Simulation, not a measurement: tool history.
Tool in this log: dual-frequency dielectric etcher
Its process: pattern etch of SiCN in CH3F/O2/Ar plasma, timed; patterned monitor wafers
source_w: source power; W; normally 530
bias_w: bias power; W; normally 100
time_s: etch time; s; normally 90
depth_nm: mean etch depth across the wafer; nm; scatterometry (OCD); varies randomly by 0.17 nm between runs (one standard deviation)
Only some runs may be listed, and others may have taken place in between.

run	hour	source_w	bias_w	time_s	wafers since the last listed run	hours since the last wet clean	hours since the last source power generator calibration	hours since the last bias power generator calibration	hours since the last upper electrode change	hours since the gauge calibration	read-back reference wafer on the same gauge, depth_nm	depth_nm
1	0	530	100	82	0	51.6	3405.7	1410.3	1265.6	58.8	34.08	35.83
2	48.8	460	100	90	363	100.4	3454.5	1459.1	1314.4	107.6	33.92	36.51
3	92.9	460	100	90	328	144.5	3498.6	1503.2	1358.5	151.7	33.87	36.34
4	172.3	460	100	90	592	223.9	3578	1582.6	1437.9	231.1	33.7	36.41
5	238.3	530	100	90	492	289.9	3644	1648.6	1503.9	297.1	33.64	38.82
6	288.3	530	100	90	372	339.9	3694	1698.6	1553.9	347.1	33.61	38.46
7	370.5	530	100	90	613	422.1	3776.2	1780.8	1636.1	429.3	33.52	38.63
8	439.9	450	82	90	517	491.5	3845.6	1850.2	1705.5	498.7	33.56	32.71
# hour 456: gauge calibrated
9	500.9	560	109	90	454	552.5	3906.6	1911.2	1766.5	44.9	34.03	41.67
10	570.3	530	100	90	517	621.9	3976	1980.6	1835.9	114.3	33.76	38.75
# hour 615.1: wet clean of the chamber
11	623.7	450	100	90	219	8.6	4029.4	2034	1889.3	167.7	33.67	35.71
# hour 634.8: bias power generator calibrated
12	688.4	530	100	90	452	73.3	4094.1	53.6	1954	232.4	33.55	38.93
# hour 700.1: source power generator calibrated
13	781.9	530	100	90	667	166.8	81.8	147.1	2047.5	325.9	33.45	38.3
# hour 837.3: upper electrode replaced
14	872	420	100	90	492	256.9	171.9	237.2	34.7	416	33.41	34.48
15	908.6	530	100	114.5	272	293.5	208.5	273.8	71.3	452.6	33.38	49.09

Forecast run 16:
# hour 1047.5: gauge calibrated
16	1048.9	530	87	90	1046	433.8	348.8	414.1	211.6	1.4	?	?

Run 16 came out at read-back reference wafer on the same gauge, depth_nm 34.14, depth_nm 36.96 nm.
With no hidden state in the tool, this same run would have given depth_nm 37.02 nm.
